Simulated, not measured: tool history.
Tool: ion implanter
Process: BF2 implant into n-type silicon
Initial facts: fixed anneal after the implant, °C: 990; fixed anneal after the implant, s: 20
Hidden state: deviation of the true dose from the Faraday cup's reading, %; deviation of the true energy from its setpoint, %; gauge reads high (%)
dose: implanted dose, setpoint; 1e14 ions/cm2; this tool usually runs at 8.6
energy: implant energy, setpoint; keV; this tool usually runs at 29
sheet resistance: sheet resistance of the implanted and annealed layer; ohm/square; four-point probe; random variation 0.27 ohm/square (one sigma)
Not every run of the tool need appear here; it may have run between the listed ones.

run   hour   dose  energy  wafers since the last listed run  hours since the last dose calibration  hours since the extraction supply was calibrated  hours since the gauge calibration  read-back reference wafer on the same gauge, sheet resistance  sheet resistance
  1      0   7.58    23.5                                 0                                   1934                                            4008.4                              167.5                                                          177.3            204.79
  2    6.9   7.58    23.5                               238                                 1940.9                                            4015.3                              174.4                                                         177.34            204.61
      13.3  -- gauge calibrated
  3   20.3   7.48      29                               462                                 1954.3                                            4028.7                                  7                                                         175.98            188.68
  4   28.6    8.6    22.5                               286                                 1962.6                                              4037                               15.3                                                         176.14            197.71
  5   43.7    8.6    22.5                               521                                 1977.7                                            4052.1                               30.4                                                         176.24            197.44
  6   59.1   10.6      29                               531                                 1993.1                                            4067.5                               45.8                                                         176.26            165.76
  7   75.5   10.6      29                               566                                 2009.5                                            4083.9                               62.2                                                         176.44            165.83
  8   85.6    8.6      29                               348                                 2019.6                                              4094                               72.3                                                         176.49            177.83
        94  -- Faraday cup replaced and dose calibrated
  9  100.4    8.6      29                               234                                    6.4                                            4108.8                               87.1                                                         176.58            178.28
 10  112.2    6.8      26                               407                                   18.2                                            4120.6                               98.9                                                         176.66            205.33
 11  127.7    8.6      29                               535                                   33.7                                            4136.1                              114.4                                                         176.84            178.32
     137.8  -- extraction supply calibrated
 12  138.3   6.93    33.5                                89                                   44.3                                               0.5                                125                                                         176.85            188.16
 13  148.3    8.6    22.5                               345                                   54.3                                              10.5                                135                                                          176.9            198.52
 14  158.6   10.6      29                               355                                   64.6                                              20.8                              145.3                                                         177.01            166.47
 15  174.7   7.48    19.5                               556                                   80.7                                              36.9                              161.4                                                         177.15            220.71
 16  188.7    8.6      29                               483                                   94.7                                              50.9                              175.4                                                         177.21            178.83
     190.6  -- gauge calibrated
 17  198.3   9.72      20                               331                                  104.3                                              60.5                                7.7                                                         176.05            201.58
 18  204.5  10.32    38.5                               214                                  110.5                                              66.7                               13.9                                                         176.17            147.57
 19  254.1  10.16      29                              1713                                  160.1                                             116.3                               63.5                                                         176.56            168.18
 20  269.3   6.51      29                               525                                  175.3                                             131.5                               78.7                                                         176.61            203.29

Below are 4 alternative next runs, each starting from the tool's condition after run 20. Predict each:
  A  269.7   8.6      29                                13                                  175.7                                             131.9                               79.1                                                              ?                 ?
  B  269.7  7.68      22                                13                                  175.7                                             131.9                               79.1                                                              ?                 ?
  C  269.7   8.6    19.5                                13                                  175.7                                             131.9                               79.1                                                              ?                 ?
  D  269.7   9.5      20                                13                                  175.7                                             131.9                               79.1                                                              ?                 ?

run  read-back reference wafer on the same gauge, sheet resistance  sheet resistance
  A                                                         176.59            178.82
  B                                                         176.59            208.67
  C                                                         176.59             211.5
  D                                                         176.59            203.74
Without the tool's hidden state the same runs would have given:
run  sheet resistance
  A            178.15
  B            207.89
  C            210.71
  D            202.98
